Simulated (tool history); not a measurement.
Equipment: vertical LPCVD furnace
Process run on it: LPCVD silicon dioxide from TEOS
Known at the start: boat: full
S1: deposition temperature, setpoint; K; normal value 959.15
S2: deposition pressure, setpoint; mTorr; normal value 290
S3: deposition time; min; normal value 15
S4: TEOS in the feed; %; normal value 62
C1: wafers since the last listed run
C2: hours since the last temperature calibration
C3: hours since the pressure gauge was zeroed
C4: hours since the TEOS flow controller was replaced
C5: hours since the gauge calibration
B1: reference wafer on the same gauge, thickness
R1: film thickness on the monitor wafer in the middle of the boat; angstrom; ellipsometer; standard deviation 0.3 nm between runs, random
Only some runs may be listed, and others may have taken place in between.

run 1 hour=0 | S1=959.15 S2=330 S3=15 S4=62 | C1=0 C2=1100.8 C3=2636.6 C4=1669.8 C5=2014.8 | B1=57.82 | R1=743.7
run 2 hour=70 | S1=959.15 S2=330 S3=15 S4=62 | C1=1011 C2=1170.8 C3=2706.6 C4=1739.8 C5=2084.8 | B1=57.89 | R1=745.6
run 3 hour=149 | S1=959.15 S2=290 S3=17 S4=62 | C1=1141 C2=1249.8 C3=2785.6 C4=1818.8 C5=2163.8 | B1=57.97 | R1=792.9
run 4 hour=213.6 | S1=959.15 S2=290 S3=15 S4=65 | C1=933 C2=1314.4 C3=2850.2 C4=1883.4 C5=2228.4 | B1=58.13 | R1=713.8
run 5 hour=313.5 | S1=954.15 S2=290 S3=15 S4=62 | C1=1443 C2=1414.3 C3=2950.1 C4=1983.3 C5=2328.3 | B1=58.26 | R1=622.4
run 6 hour=361.3 | S1=954.15 S2=290 S3=15 S4=62 | C1=690 C2=1462.1 C3=2997.9 C4=2031.1 C5=2376.1 | B1=58.3 | R1=623.1
-- hour=378.4 gauge calibrated
run 7 hour=408.9 | S1=954.15 S2=290 S3=15 S4=62 | C1=687 C2=1509.7 C3=3045.5 C4=2078.7 C5=30.5 | B1=56.49 | R1=606.1
-- hour=464.5 pressure gauge zeroed
run 8 hour=471.7 | S1=950.15 S2=290 S3=15 S4=62 | C1=560 C2=1572.5 C3=7.2 C4=2141.5 C5=93.3 | B1=56.6 | R1=546.4
run 9 hour=515.3 | S1=950.15 S2=290 S3=15 S4=62 | C1=629 C2=1616.1 C3=50.8 C4=2185.1 C5=136.9 | B1=56.52 | R1=545.5
run 10 hour=563.5 | S1=950.15 S2=290 S3=15 S4=62 | C1=696 C2=1664.3 C3=99 C4=2233.3 C5=185.1 | B1=56.55 | R1=545.1
run 11 hour=600.1 | S1=969.15 S2=290 S3=15 S4=62 | C1=528 C2=1700.9 C3=135.6 C4=2269.9 C5=221.7 | B1=56.45 | R1=861.6
-- hour=642.1 TEOS flow controller replaced
run 12 hour=679.7 | S1=959.15 S2=290 S3=15 S4=62 | C1=803 C2=1780.5 C3=215.2 C4=37.6 C5=301.3 | B1=56.45 | R1=680.9
run 13 hour=759.2 | S1=952.15 S2=290 S3=15 S4=62 | C1=1148 C2=1860 C3=294.7 C4=117.1 C5=380.8 | B1=56.55 | R1=577.2
run 14 hour=836 | S1=959.15 S2=290 S3=15 S4=62 | C1=1109 C2=1936.8 C3=371.5 C4=193.9 C5=457.6 | B1=56.52 | R1=679.6
run 15 hour=921.4 | S1=952.15 S2=290 S3=18 S4=71 | C1=1233 C2=2022.2 C3=456.9 C4=279.3 C5=543 | B1=56.53 | R1=734.7
run 16 hour=996.2 | S1=959.15 S2=260 S3=15 S4=62 | C1=1080 C2=2097 C3=531.7 C4=354.1 C5=617.8 | B1=56.55 | R1=645.6

Estimate the outcome of run 17 from the log above:
run 17 hour=1060.3 | S1=969.15 S2=225 S3=13 S4=56 | C1=925 C2=2161.1 C3=595.8 C4=418.2 C5=681.9 | B1=? | R1=?

{"run 17": {"B1": 56.69, "R1": 628.3}}
Were there no unlogged condition in the tool, this run, its random variation unchanged, would have produced R1 628.9 angstrom.

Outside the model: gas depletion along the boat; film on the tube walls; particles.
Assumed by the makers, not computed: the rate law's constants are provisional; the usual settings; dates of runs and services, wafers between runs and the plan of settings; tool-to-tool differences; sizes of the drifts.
